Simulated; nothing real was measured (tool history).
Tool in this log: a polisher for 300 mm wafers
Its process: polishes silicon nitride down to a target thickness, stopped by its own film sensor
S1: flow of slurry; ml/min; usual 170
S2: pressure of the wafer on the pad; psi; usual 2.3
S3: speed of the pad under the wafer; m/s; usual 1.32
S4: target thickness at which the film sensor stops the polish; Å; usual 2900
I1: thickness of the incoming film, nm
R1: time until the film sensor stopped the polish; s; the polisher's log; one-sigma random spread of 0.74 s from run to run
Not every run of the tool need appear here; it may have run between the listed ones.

run     day   S1   S2    S3    S4     I1    R1
  1   0.000  170  1.8  1.32  3160  397.9  58.2
  2   1.421  170  1.8  1.32  3160  397.7  60.4
  3   2.758  170  2.0  1.32  2900  393.3  63.7
  4   4.096  170  2.0  1.32  2900  399.4  67.2
  5   5.021  170  2.0  1.32  2900  403.6  72.2
  6   6.438  170  2.3  1.62  2900  400.2  54.1
  7   6.967  170  2.3  1.62  2900  394.8  51.3
  8   8.425  170  2.3  1.62  2900  406.0  57.2
  9   9.192  170  2.3  1.32  2900  402.1  67.3
 10   9.962  170  2.3  1.32  2900  403.8  63.0
 11  11.208  170  2.3  1.32  2900  403.9  62.4
 12  12.104  170  2.3  1.32  3050  400.1  52.4
 13  13.004  170  2.3  1.32  3050  396.7  51.8
 14  13.783  170  2.3  1.32  2900  402.2  64.4
 15  15.075  170  2.3  1.32  2900  398.7  63.3
 16  16.238  170  2.3  1.32  2900  391.1  60.4
 17  17.733  170  2.3  1.10  2980  401.5  64.3
 18  18.788  170  2.3  1.10  2980  403.5  67.0
 19  19.646  140  2.9  1.10  3000  401.8  54.6
 20  20.988  170  2.5  1.32  2900  405.3  58.7
 21  21.546  210  1.9  1.10  3260  399.2  53.5
 22  22.617  170  2.3  0.88  3230  392.5  54.9
 23  23.154  170  2.3  1.32  2900  402.0  64.7
 24  24.271  170  2.3  1.32  2650  404.7  83.3
 25  25.767  170  3.0  1.68  2600  405.5  58.9
 26  26.721  170  1.9  1.32  3130  398.4  54.6
 27  30.488  150  2.1  0.96  3280  400.2  56.7
 28  31.754  170  2.3  1.32  2900  407.3  68.4
 29  33.075  170  2.3  1.32  2900  400.1  64.1
 30  33.704  170  2.3  1.32  2900  395.3  63.7
 31  34.375  170  2.3  1.32  3120  399.7  53.9
 32  35.329  170  2.3  0.90  2900  394.2  77.4
 33  37.088  170  2.6  1.32  2900  399.7  53.2
 34  37.942  170  2.3  1.32  2710  399.8  71.5
 35  38.958  215  1.8  1.56  2740  399.1  73.1
 36  40.096  130  2.3  1.32  2900  398.1  65.2

Between the runs listed above, the log contained 8 entries, not reproduced here. Where in the sequence does each belong, and how does what the log doesn't record of the tool's condition differ from the listed run before to the listed run after?
Run 2 -> run 3: worn pad replaced by a new one (day 2.204)
  removal rate lost through wear of the pad, %: 12 -> 0.811
  measured value less the no-hidden-state value, R1: +7.2 -> +0.6 s
Run 9 -> run 10: worn pad replaced by a new one (day 9.942)
  removal rate lost through wear of the pad, %: 9.87 -> 2.05
  measured value less the no-hidden-state value, R1: +6.6 -> +1.2 s
Run 15 -> run 16: slurry nozzle cleaned (day 15.188); head pressure recalibrated (day 15.942)
  removal rate lost through wear of the pad, %: 6.97 -> 9.45
  measured value less the no-hidden-state value, R1: +4.4 -> +5.7 s
Run 16 -> run 17: worn pad replaced by a new one (day 17.421)
  removal rate lost through wear of the pad, %: 9.45 -> 0.0331
  measured value less the no-hidden-state value, R1: +5.7 -> +0.0 s
Run 25 -> run 26: worn pad replaced by a new one (day 26.612)
  removal rate lost through wear of the pad, %: 13 -> 0.931
  measured value less the no-hidden-state value, R1: +7.7 -> +0.5 s
Run 26 -> run 27: slurry nozzle cleaned (day 30.467)
  removal rate lost through wear of the pad, %: 0.931 -> 3.73
  measured value less the no-hidden-state value, R1: +0.5 -> +2.1 s
Run 31 -> run 32: worn pad replaced by a new one (day 34.921)
  removal rate lost through wear of the pad, %: 12.2 -> 0.294
  measured value less the no-hidden-state value, R1: +6.6 -> +0.2 s
